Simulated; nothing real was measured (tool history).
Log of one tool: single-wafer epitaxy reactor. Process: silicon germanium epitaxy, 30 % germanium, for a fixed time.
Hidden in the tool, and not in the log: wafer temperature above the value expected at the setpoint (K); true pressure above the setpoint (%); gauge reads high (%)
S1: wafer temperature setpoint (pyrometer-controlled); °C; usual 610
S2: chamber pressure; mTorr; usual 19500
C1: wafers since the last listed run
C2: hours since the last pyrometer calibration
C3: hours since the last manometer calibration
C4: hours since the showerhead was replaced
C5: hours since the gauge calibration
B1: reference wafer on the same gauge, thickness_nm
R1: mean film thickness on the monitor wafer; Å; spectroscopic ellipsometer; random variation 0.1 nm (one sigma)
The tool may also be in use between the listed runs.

run	hour	S1	S2	C1	C2	C3	C4	C5	B1	R1
1	0	610	19500	0	2506	2010.8	3566.8	112.2	72.624	741.55
2	13.5	610	19500	145	2519.5	2024.3	3580.3	125.7	72.597	740.59
3	28.9	610	19500	166	2534.9	2039.7	3595.7	141.1	72.617	741.73
4	40.9	604	19500	129	2546.9	2051.7	3607.7	153.1	72.596	676.98
5	53.1	604	19500	131	2559.1	2063.9	3619.9	165.3	72.594	676.73
6	70.6	622	18200	189	2576.6	2081.4	3637.4	182.8	72.612	876.14
7	84.4	622	18200	149	2590.4	2095.2	3651.2	196.6	72.597	873.42
8	99.4	622	18200	162	2605.4	2110.2	3666.2	211.6	72.61	875.44
9	109.9	610	19500	113	2615.9	2120.7	3676.7	222.1	72.611	744.92
10	123.3	610	19500	144	2629.3	2134.1	3690.1	235.5	72.583	743.33
11	135.1	610	16000	127	2641.1	2145.9	3701.9	247.3	72.616	699.6
12	145.7	610	16000	114	2651.7	2156.5	3712.5	257.9	72.629	700.57
13	153.3	610	19500	82	2659.3	2164.1	3720.1	265.5	72.599	746.06
14	170.2	610	19500	182	2676.2	2181	3737	282.4	72.572	745.12
15	178.3	610	19500	87	2684.3	2189.1	3745.1	290.5	72.586	745.01
16	187	614	16200	93	2693	2197.8	3753.8	299.2	72.591	748.55
# hour 204.2: showerhead replaced
# hour 219.6: capacitance manometer re-zeroed and calibrated
17	236.7	610	19500	364	2742.7	17.1	32.5	348.9	72.609	745.73
18	244.1	596	23300	79	2750.1	24.5	39.9	356.3	72.589	634.57
19	250.6	618	22800	70	2756.6	31	46.4	362.8	72.586	890.05
20	260.8	602	24000	110	2766.8	41.2	56.6	373	72.592	704.83
21	269.6	614	23600	95	2775.6	50	65.4	381.8	72.6	845.96
22	282.4	604	19500	138	2788.4	62.8	78.2	394.6	72.604	681.09

Forecast run 23:
23	290.4	610	19500	86	2796.4	70.8	86.2	402.6	?	?

{"run 23": {"B1": 72.578, "R1": 748.72}}
Without the tool's hidden state the same run would have given R1 695.31 Å.
